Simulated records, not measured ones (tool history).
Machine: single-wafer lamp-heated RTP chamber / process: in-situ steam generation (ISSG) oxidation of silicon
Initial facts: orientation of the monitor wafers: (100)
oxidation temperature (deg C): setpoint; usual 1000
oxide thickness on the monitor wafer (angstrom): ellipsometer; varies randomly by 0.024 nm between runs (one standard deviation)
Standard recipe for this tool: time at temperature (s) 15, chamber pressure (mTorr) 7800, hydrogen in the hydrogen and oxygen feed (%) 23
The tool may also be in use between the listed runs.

run,day,oxidation temperature (deg C),time at temperature (s),chamber pressure (mTorr),hydrogen in the hydrogen and oxygen feed (%),"read-back reference wafer on the same gauge, thickness",oxide thickness on the monitor wafer (angstrom)
1,0.000,1000,15,7800,25,4.237,47.23
2,1.375,1000,15,7800,25,4.245,47.14
3,2.242,1000,15,7800,23,4.242,46.06
4,3.646,1000,15,7800,23,4.243,45.69
5,4.404,1000,15,7800,19,4.240,43.90
6,4.996,1000,15,7800,19,4.238,44.27
7,5.504,1000,15,7800,23,4.239,45.73
8,8.046,1000,15,7800,23,4.238,46.09
# day 9.583: pyrometer window cleaned and pyrometer calibrated
# day 9.683: hydrogen flow controller replaced
9,9.704,1000,15,7800,23,4.243,46.19
10,10.308,1012,13,8600,23,4.242,45.52
11,11.562,1000,15,7800,23,4.241,46.22
12,12.933,1000,15,7800,23,4.241,46.04
13,14.246,988,10,7400,20,4.238,36.07
# day 14.950: pressure gauge zeroed
# day 15.212: gauge calibrated
14,15.642,1000,12,7800,23,4.239,41.57
15,16.871,1010,10,9300,29,4.244,41.98
16,17.504,984,19,6900,18,4.240,45.21
17,18.412,1010,18,7000,23,4.243,51.75
18,19.662,1000,15,7800,23,4.239,45.75
19,21.004,1015,13,7800,31,4.235,49.70
20,22.479,1014,20,8800,23,4.241,55.68
21,23.021,1000,17,7800,23,4.240,49.07
22,24.342,1000,15,8200,13,4.237,40.41
23,25.758,1008,15,8900,13,4.239,41.30
24,27.038,1000,15,7800,23,4.239,46.00
25,27.688,1016,10,7800,29,4.240,43.48
26,28.842,982,15,6900,23,4.237,43.26
27,30.167,1000,15,7800,23,4.242,45.98
28,31.304,1000,15,8500,23,4.243,46.16
29,32.367,1014,15,8500,23,4.239,48.54
30,33.262,1017,18,7200,17,4.242,49.94
31,34.446,983,15,6900,23,4.239,43.07
32,35.308,994,19,6900,29,4.240,53.59

Each row is a separate what-if for the run after 32, all from the same tool condition, not one after another. Results?
A,35.325,1000,21,7800,23,?,?
B,35.325,1000,18,7300,29,?,?
C,35.325,1018,18,7800,20,?,?

run,"read-back reference wafer on the same gauge, thickness",oxide thickness on the monitor wafer (angstrom)
A,4.238,53.92
B,4.238,53.40
C,4.238,52.37
With no hidden state in the tool, these same runs would have given:
run,oxide thickness on the monitor wafer (angstrom)
A,53.92
B,53.40
C,52.37
